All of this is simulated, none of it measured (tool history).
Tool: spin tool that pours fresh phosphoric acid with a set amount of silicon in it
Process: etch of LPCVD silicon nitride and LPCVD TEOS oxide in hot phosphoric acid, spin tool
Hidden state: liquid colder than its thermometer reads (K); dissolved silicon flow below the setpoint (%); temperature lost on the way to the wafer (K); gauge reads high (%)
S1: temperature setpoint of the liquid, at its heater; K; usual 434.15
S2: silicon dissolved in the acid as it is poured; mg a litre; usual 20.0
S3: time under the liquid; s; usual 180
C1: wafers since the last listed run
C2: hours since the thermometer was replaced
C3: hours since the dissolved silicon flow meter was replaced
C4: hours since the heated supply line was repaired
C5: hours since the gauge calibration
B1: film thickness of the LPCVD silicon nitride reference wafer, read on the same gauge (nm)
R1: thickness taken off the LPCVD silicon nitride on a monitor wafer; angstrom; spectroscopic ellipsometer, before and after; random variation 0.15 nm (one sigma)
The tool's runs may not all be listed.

run     day      S1    S2   S3   C1      C2      C3      C4     C5      B1     R1
  1   0.000  434.15  20.0  180    0  1286.3  1052.4  1963.9  252.2  120.00  156.0
  2   1.067  434.15  20.0  180  203  1311.9  1078.0  1989.5  277.8  120.02  158.2
  3   3.738  434.15  20.0  180  509  1376.0  1142.1  2053.6  341.9  119.99  154.9
  4   5.112  434.15  20.0  180  262  1409.0  1175.1  2086.6  374.9  120.02  155.9
  5   7.775  434.15  20.0  180  508  1472.9  1239.0  2150.5  438.8  119.99  155.8
     10.692  -- heated supply line repaired
  6  10.738  434.15  20.0  180  557  1544.0  1310.1     1.1  509.9  120.01  156.7
  7  12.317  434.15  20.0  180  301  1581.9  1348.0    39.0  547.8  120.03  154.7
     13.704  -- dissolved silicon flow meter replaced
     14.821  -- gauge calibrated
  8  15.012  434.15  20.0  180  506  1646.6    31.4   103.7    4.6  120.01  155.5

The next listed run, before its measurement:
  9  16.708  435.65  15.5  180  323  1687.3  72.1  144.4  45.3   ?   ?

Run 9 gave B1 120.03, R1 163.9 angstrom.
Without the tool's hidden state the same run would have given R1 163.9 angstrom.
